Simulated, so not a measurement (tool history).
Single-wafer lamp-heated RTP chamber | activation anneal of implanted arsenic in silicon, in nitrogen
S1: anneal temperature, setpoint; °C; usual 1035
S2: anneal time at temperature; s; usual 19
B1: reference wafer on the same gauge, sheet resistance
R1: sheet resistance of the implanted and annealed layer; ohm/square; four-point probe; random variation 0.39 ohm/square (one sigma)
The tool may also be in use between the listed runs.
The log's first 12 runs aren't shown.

| run | hour | S1 | S2 | B1 | R1 |
|---|---|---|---|---|---|
| 13 | 1084.9 | 1054 | 19 | 129 | 154.07 |
| 14 | 1154.7 | 1054 | 19 | 129.04 | 152.77 |
| 15 | 1229.2 | 1035 | 19 | 129.01 | 157.87 |
| 16 | 1304 | 1035 | 19 | 128.96 | 157.28 |
| 17 | 1356.5 | 1027 | 25 | 128.99 | 155.79 |
| 18 | 1421.2 | 1044 | 19 | 129.03 | 154.02 |
| 19 | 1467 | 1046 | 8 | 128.97 | 161.35 |
|  | 1488 | reflector plate cleaned |
| 20 | 1504.2 | 1020 | 24 | 128.99 | 159.07 |
| 21 | 1573.3 | 1035 | 16 | 128.99 | 159.69 |
| 22 | 1610 | 1035 | 19 | 128.97 | 157.6 |
|  | 1631.3 | pyrometer window cleaned and pyrometer calibrated |
| 23 | 1710.4 | 1048 | 27 | 129.03 | 151.36 |
| 24 | 1780.6 | 1035 | 19 | 128.98 | 156.74 |
| 25 | 1845.1 | 1035 | 19 | 128.99 | 157.22 |
| 26 | 1932.5 | 1064 | 19 | 129.04 | 150.53 |
| 27 | 2064 | 1035 | 27 | 128.98 | 152.55 |
| 28 | 2123.6 | 1035 | 19 | 128.96 | 156.62 |
|  | 2136.4 | reflector plate cleaned |
|  | 2222.4 | pyrometer window cleaned and pyrometer calibrated |
| 29 | 2225.9 | 1007 | 30 | 129.01 | 159.37 |
| 30 | 2313.2 | 1035 | 26 | 129.1 | 154.09 |
| 31 | 2387.3 | 1014 | 12 | 128.94 | 166.13 |
| 32 | 2448.1 | 1035 | 19 | 129.07 | 156.96 |
| 33 | 2499.4 | 1012 | 15 | 129.11 | 164.36 |

Forecast run 34:
| 34 | 2592.8 | 1061 | 19 | ? | ? |

Run 34 gave B1 128.99, R1 151.3 ohm/square.
Without the tool's hidden state the same run would have given R1 152.75 ohm/square.

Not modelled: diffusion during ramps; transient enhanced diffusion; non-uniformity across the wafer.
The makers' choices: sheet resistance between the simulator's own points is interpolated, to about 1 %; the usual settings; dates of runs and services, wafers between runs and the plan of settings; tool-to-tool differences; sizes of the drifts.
